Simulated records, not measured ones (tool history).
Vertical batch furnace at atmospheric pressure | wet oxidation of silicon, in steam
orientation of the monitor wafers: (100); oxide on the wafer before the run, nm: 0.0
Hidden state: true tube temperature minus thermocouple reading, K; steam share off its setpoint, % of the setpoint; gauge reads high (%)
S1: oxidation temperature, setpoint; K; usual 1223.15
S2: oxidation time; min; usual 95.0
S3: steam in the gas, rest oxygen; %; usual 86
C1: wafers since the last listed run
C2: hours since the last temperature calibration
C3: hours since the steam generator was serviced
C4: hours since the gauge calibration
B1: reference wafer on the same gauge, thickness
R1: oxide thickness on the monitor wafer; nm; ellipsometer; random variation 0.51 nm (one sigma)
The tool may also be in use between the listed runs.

run	hour	S1	S2	S3	C1	C2	C3	C4	B1	R1
1	0.0	1223.15	95.0	86	0	2270.7	3165.5	75.6	279.01	335.75
2	25.0	1223.15	95.0	86	341	2295.7	3190.5	100.6	279.00	335.67
3	38.8	1223.15	95.0	79	188	2309.5	3204.3	114.4	279.04	315.12
4	61.8	1223.15	65.5	86	314	2332.5	3227.3	137.4	279.00	253.25
5	79.6	1223.15	65.5	86	243	2350.3	3245.1	155.2	278.99	253.11
6	93.8	1223.15	65.5	86	193	2364.5	3259.3	169.4	279.06	252.76
7	112.3	1223.15	95.0	86	252	2383.0	3277.8	187.9	279.03	337.48
# hour 138.3: steam generator serviced
# hour 147.2: thermocouples replaced and temperature profile calibrated
8	147.7	1223.15	95.0	83	33	0.5	9.4	223.3	279.09	329.50
9	153.6	1239.15	95.0	86	80	6.4	15.3	229.2	279.05	387.51
# hour 155.3: gauge calibrated
10	159.5	1223.15	82.5	80	80	12.3	21.2	4.2	278.91	287.00
11	180.8	1246.15	61.0	78	290	33.6	42.5	25.5	278.96	276.74
12	196.0	1223.15	95.0	86	207	48.8	57.7	40.7	279.04	336.92
13	205.6	1223.15	95.0	97	131	58.4	67.3	50.3	279.07	370.11
14	225.8	1223.15	95.0	86	275	78.6	87.5	70.5	279.06	337.09
15	246.5	1214.15	58.5	86	282	99.3	108.2	91.2	278.98	210.92
16	256.7	1223.15	95.0	86	139	109.5	118.4	101.4	278.99	337.36
17	276.9	1223.15	120.5	86	275	129.7	138.6	121.6	279.07	402.77

Forecast each of these 4 alternatives for the next run:
A	282.9	1223.15	122.0	86	81	135.7	144.6	127.6	?	?
B	282.9	1208.15	95.0	86	81	135.7	144.6	127.6	?	?
C	282.9	1208.15	95.0	74	81	135.7	144.6	127.6	?	?
D	282.9	1204.15	95.0	92	81	135.7	144.6	127.6	?	?

run	B1	R1
A	278.96	406.28
B	278.96	293.47
C	278.96	260.32
D	278.96	298.09
Without the tool's hidden state the same runs would have given:
run	R1
A	406.58
B	293.68
C	260.50
D	298.30
